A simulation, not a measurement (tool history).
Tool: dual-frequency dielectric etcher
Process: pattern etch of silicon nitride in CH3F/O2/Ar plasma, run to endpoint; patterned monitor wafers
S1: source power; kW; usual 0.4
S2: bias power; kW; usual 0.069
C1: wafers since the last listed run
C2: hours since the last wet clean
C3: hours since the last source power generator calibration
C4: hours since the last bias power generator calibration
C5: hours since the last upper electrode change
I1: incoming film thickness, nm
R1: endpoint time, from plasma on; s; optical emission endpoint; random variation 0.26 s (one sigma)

run	hour	S1	S2	C1	C2	C3	C4	C5	I1	R1
1	0	0.4	0.08	0	1.9	3147	954.6	5296.2	34.86	49.9
2	39.8	0.43	0.069	526	41.7	3186.8	994.4	5336	34.92	52.6
3	96.3	0.4	0.069	747	98.2	3243.3	1050.9	5392.5	35.11	53.8
4	159.7	0.46	0.069	839	161.6	3306.7	1114.3	5455.9	34.62	50.6
5	218	0.46	0.069	771	219.9	3365	1172.6	5514.2	35.06	51.7
6	247.1	0.4	0.069	385	249	3394.1	1201.7	5543.3	35.25	54.9
7	396.8	0.38	0.069	1981	398.7	3543.8	1351.4	5693	35.08	55.7
# hour 459.9: wet clean of the chamber
8	460.4	0.38	0.069	524	0.5	3607.4	1415	5756.6	34.92	55.4
# hour 509.7: bias power generator calibrated
9	522	0.4	0.069	762	62.1	3669	12.3	5818.2	34.98	53.6
# hour 581.4: source power generator calibrated
# hour 585.6: upper electrode replaced
10	586.1	0.4	0.069	739	126.2	4.7	76.4	0.5	34.71	52.9
11	610.7	0.4	0.069	325	150.8	29.3	101	25.1	35.15	53.4
12	660.7	0.48	0.069	661	200.8	79.3	151	75.1	34.95	49.7
13	693.2	0.34	0.083	430	233.3	111.8	183.5	107.6	34.83	51.7
14	736.4	0.4	0.069	571	276.5	155	226.7	150.8	35.15	53.9
15	782.4	0.4	0.069	608	322.5	201	272.7	196.8	35.4	54
16	808.8	0.36	0.054	349	348.9	227.4	299.1	223.2	34.86	62.4
# hour 892.4: wet clean of the chamber
17	892.9	0.34	0.075	795	0.5	311.5	383.2	307.3	34.86	53.9
18	912.6	0.45	0.08	260	20.2	331.2	402.9	327	35.25	47.9
19	960.3	0.49	0.062	631	67.9	378.9	450.6	374.7	35	52.2
20	1015	0.37	0.069	724	122.6	433.6	505.3	429.4	35.02	55.1
21	1069.7	0.36	0.083	724	177.3	488.3	560	484.1	35.21	50.9
22	1107.8	0.47	0.064	504	215.4	526.4	598.1	522.2	34.91	52
23	1137.2	0.33	0.055	389	244.8	555.8	627.5	551.6	35.14	64.6
24	1189.1	0.45	0.055	686	296.7	607.7	679.4	603.5	35.13	57.8

What the log doesn't show, run by run:
etch rate over this chamber's usual, %: 0 in every run
source power that arrives over what is set, %: 0 in every run
H1: bias power that arrives over what is set, %
run	H1
1	-2.11
2	-2.27
3	-2.5
4	-2.78
5	-3.05
6	-3.19
7	-3.96
8	-4.32
9	0.126
10	0.115
11	0.106
12	0.0806
13	0.0586
14	0.0228
15	-0.0237
16	-0.0543
17	-0.17
18	-0.202
19	-0.284
20	-0.39
21	-0.508
22	-0.597
23	-0.67
24	-0.808
